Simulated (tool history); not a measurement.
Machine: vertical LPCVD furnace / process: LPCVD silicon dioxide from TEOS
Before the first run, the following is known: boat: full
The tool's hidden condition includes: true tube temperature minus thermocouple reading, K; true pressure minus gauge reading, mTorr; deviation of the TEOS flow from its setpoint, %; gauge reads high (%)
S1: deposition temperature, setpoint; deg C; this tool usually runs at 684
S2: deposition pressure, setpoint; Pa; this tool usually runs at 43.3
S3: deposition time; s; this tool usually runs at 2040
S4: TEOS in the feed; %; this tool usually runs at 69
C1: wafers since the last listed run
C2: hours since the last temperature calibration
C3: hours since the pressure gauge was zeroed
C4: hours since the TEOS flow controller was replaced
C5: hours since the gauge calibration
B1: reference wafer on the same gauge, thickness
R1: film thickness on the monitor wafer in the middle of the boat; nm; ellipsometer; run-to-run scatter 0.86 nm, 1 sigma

run     day   S1    S2    S3  S4    C1      C2      C3      C4     C5      B1      R1
  1   0.000  692  43.3  2040  63     0  3864.2  3638.7  5114.3   58.6  185.96  243.24
  2   4.112  692  43.3  2040  63  1262  3962.9  3737.4  5213.0  157.3  186.05  244.10
  3   5.467  684  43.3  1710  69   415  3995.4  3769.9  5245.5  189.8  185.92  177.47
  4   7.908  689  50.0  2040  69   749  4054.0  3828.5  5304.1  248.4  185.89  251.75
  5   9.079  684  43.3  2040  69   359  4082.1  3856.6  5332.2  276.5  185.68  212.41
  6  10.200  684  43.3  2040  69   344  4109.0  3883.5  5359.1  303.4  186.44  209.28
  7  11.496  684  40.7  2040  69   397  4140.1  3914.6  5390.2  334.5  186.34  202.31
     14.638  -- thermocouples replaced and temperature profile calibrated
  8  15.842  681  43.3  2040  69  1027    28.9  4018.9  5494.5  438.8  186.09  174.83
     17.304  -- TEOS flow controller replaced
  9  17.325  681  43.3  2040  69   148    64.5  4054.5     0.5  474.4  186.02  176.21
 10  18.154  681  43.3  2040  69   254    84.4  4074.4    20.4  494.3  185.56  176.30
     19.296  -- pressure gauge zeroed
 11  19.317  684  43.3  2040  69    49   112.3     0.5    48.3  522.2  185.87  188.97
 12  19.525  674  35.3  1800  64    63   117.3     5.5    53.3  527.2  185.94  113.43
 13  20.425  684  43.3  2040  69   276   138.9    27.1    74.9  548.8  186.01  191.04
 14  21.429  694  51.3  2040  80   308   163.0    51.2    99.0  572.9  185.72  282.56
 15  21.992  684  43.3  2040  69   172   176.5    64.7   112.5  586.4  185.86  189.45
 16  23.083  684  51.3  1320  79   335   202.7    90.9   138.7  612.6  186.09  142.64
 17  23.808  684  53.3  1560  69   222   220.1   108.3   156.1  630.0  186.12  161.37
 18  24.788  680  54.0  2040  82   300   243.6   131.8   179.6  653.5  185.74  211.24
 19  25.988  684  50.0  2370  69   368   272.4   160.6   208.4  682.3  186.27  237.66
     26.504  -- gauge calibrated
 20  27.425  684  43.3  2040  69   441   306.9   195.1   242.9   22.1  185.90  190.38
 21  28.342  681  43.3  2040  69   281   328.9   217.1   264.9   44.1  185.76  178.49
 22  29.729  684  46.7  1530  69   426   362.2   250.4   298.2   77.4  185.95  150.05
 23  30.233  687  38.7  2550  69   154   374.3   262.5   310.3   89.5  186.12  245.13
 24  31.192  694  43.3  1230  69   294   397.3   285.5   333.3  112.5  186.23  147.01
 25  31.779  684  34.7  2580  69   180   411.4   299.6   347.4  126.6  185.88  218.17
 26  33.146  690  43.3  2040  69   419   444.2   332.4   380.2  159.4  186.09  222.87
 27  34.158  684  43.3  2040  69   310   468.5   356.7   404.5  183.7  186.06  191.52
 28  34.946  675  43.3  1260  63   241   487.4   375.6   423.4  202.6  186.16   91.57
 29  35.521  684  43.3  2040  62   176   501.2   389.4   437.2  216.4  186.02  181.98
 30  36.854  684  43.3  2040  69   409   533.2   421.4   469.2  248.4  185.89  193.32

Table of differences, measured result less the result of that run with no hidden state. Run-to-run variation is the same in both. Gauge scatter possibly is not:
run      R1
  1  +26.94
  2  +27.11
  3  +20.04
  4  +28.20
  5  +24.05
  6  +23.71
  7  +22.93
  8   +0.59
  9   +1.08
 10   +1.35
 11   +1.83
 12   +1.16
 13   +2.21
 14   +3.67
 15   +2.69
 16   +2.28
 17   +2.76
 18   +3.98
 19   +4.87
 20   +4.32
 21   +4.31
 22   +3.90
 23   +6.50
 24   +4.03
 25   +6.28
 26   +6.74
 27   +6.11
 28   +3.07
 29   +6.12
 30   +6.82

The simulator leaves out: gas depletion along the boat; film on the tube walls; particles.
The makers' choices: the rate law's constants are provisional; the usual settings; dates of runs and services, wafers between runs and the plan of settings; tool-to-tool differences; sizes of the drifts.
